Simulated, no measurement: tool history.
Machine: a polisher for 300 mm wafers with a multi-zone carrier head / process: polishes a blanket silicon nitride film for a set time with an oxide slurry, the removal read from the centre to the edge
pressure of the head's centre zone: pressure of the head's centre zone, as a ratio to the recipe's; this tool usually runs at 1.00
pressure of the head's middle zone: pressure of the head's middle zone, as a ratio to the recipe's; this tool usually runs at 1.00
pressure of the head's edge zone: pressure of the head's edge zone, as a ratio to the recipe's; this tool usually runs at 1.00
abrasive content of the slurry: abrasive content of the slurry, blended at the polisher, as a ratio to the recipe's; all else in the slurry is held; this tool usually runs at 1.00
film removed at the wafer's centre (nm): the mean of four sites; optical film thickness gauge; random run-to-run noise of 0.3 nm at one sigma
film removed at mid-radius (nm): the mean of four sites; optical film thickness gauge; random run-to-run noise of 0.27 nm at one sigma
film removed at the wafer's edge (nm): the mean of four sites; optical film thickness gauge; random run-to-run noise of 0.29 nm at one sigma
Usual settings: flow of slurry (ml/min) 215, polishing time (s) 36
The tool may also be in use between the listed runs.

run	hour	flow of slurry (ml/min)	pressure of the head's centre zone	pressure of the head's middle zone	pressure of the head's edge zone	abrasive content of the slurry	polishing time (s)	incoming thickness of the incoming film, nm	film removed at the wafer's centre (nm)	film removed at mid-radius (nm)	film removed at the wafer's edge (nm)
1	0.0	215	1.00	1.00	1.00	1.00	36	500.5	19.7	20.5	20.4
2	67.3	215	1.00	1.00	1.00	1.00	36	507.6	20.2	20.3	20.4
# hour 71.5: edge zone pressure recalibrated
3	133.2	215	1.00	1.00	1.00	1.00	36	506.2	20.1	20.1	20.1
# hour 256.3: worn pad replaced by a new one
4	294.9	215	1.06	1.00	1.00	1.00	36	512.6	20.4	20.0	19.6
# hour 377.2: carrier head's membrane replaced by a new one
5	377.7	215	1.06	1.00	1.00	1.00	36	515.0	20.3	19.7	19.5
6	461.3	215	1.06	1.00	1.00	1.00	36	511.1	19.8	19.6	19.2
# hour 492.5: worn pad replaced by a new one
7	533.0	215	1.08	1.00	1.00	1.00	36	508.6	19.2	18.5	18.9
# hour 586.2: centre zone pressure recalibrated
8	592.0	215	1.08	1.00	1.00	1.00	36	520.3	19.5	19.3	18.8
# hour 614.1: edge zone pressure recalibrated
# hour 616.6: slurry nozzle cleaned
9	681.5	215	1.06	1.07	1.00	1.00	36	515.5	21.4	21.7	21.0
10	735.9	145	1.00	1.09	1.00	1.00	27	509.9	14.0	15.1	14.7
# hour 771.6: worn pad replaced by a new one
11	791.1	160	0.95	1.00	1.00	0.80	36	514.0	16.2	18.1	18.2
12	878.9	215	0.90	0.97	1.00	1.15	36	516.1	18.9	21.4	21.7
# hour 927.6: carrier head's membrane replaced by a new one
13	982.3	215	0.88	1.00	1.00	0.80	36	518.1	15.8	18.4	18.3
# hour 992.5: worn pad replaced by a new one
# hour 1027.2: edge zone pressure recalibrated
14	1027.5	155	1.00	1.00	0.92	1.00	36	516.3	18.0	18.4	18.6
15	1101.8	215	1.00	1.00	1.00	0.85	36	506.8	18.5	18.7	18.6
16	1202.1	215	1.00	1.00	1.00	1.00	36	516.4	19.1	19.8	19.9
# hour 1257.6: worn pad replaced by a new one
17	1258.1	255	0.95	0.93	1.00	1.00	46	514.3	23.8	25.1	26.2

Here are 5 independent what-if runs from the current tool condition. What would each one return?
A	1258.5	215	1.00	1.00	1.00	1.00	36	502.7	?	?	?
B	1258.5	215	1.06	1.00	1.08	1.00	36	502.7	?	?	?
C	1258.5	280	1.00	1.11	0.92	1.00	48	502.7	?	?	?
D	1258.5	175	1.00	0.94	1.00	1.00	36	502.7	?	?	?
E	1258.5	215	1.00	1.00	1.00	0.90	28	502.7	?	?	?

run	film removed at the wafer's centre (nm)	film removed at mid-radius (nm)	film removed at the wafer's edge (nm)
A	18.9	19.5	19.5
B	20.0	19.5	20.0
C	26.7	29.1	26.2
D	17.8	17.8	18.8
E	14.1	14.5	14.5
With no hidden state in the tool, these same runs would have given:
run	film removed at the wafer's centre (nm)	film removed at mid-radius (nm)	film removed at the wafer's edge (nm)
A	20.7	21.1	20.7
B	21.9	21.1	21.2
C	28.6	30.9	27.5
D	19.9	19.7	20.2
E	15.4	15.7	15.4
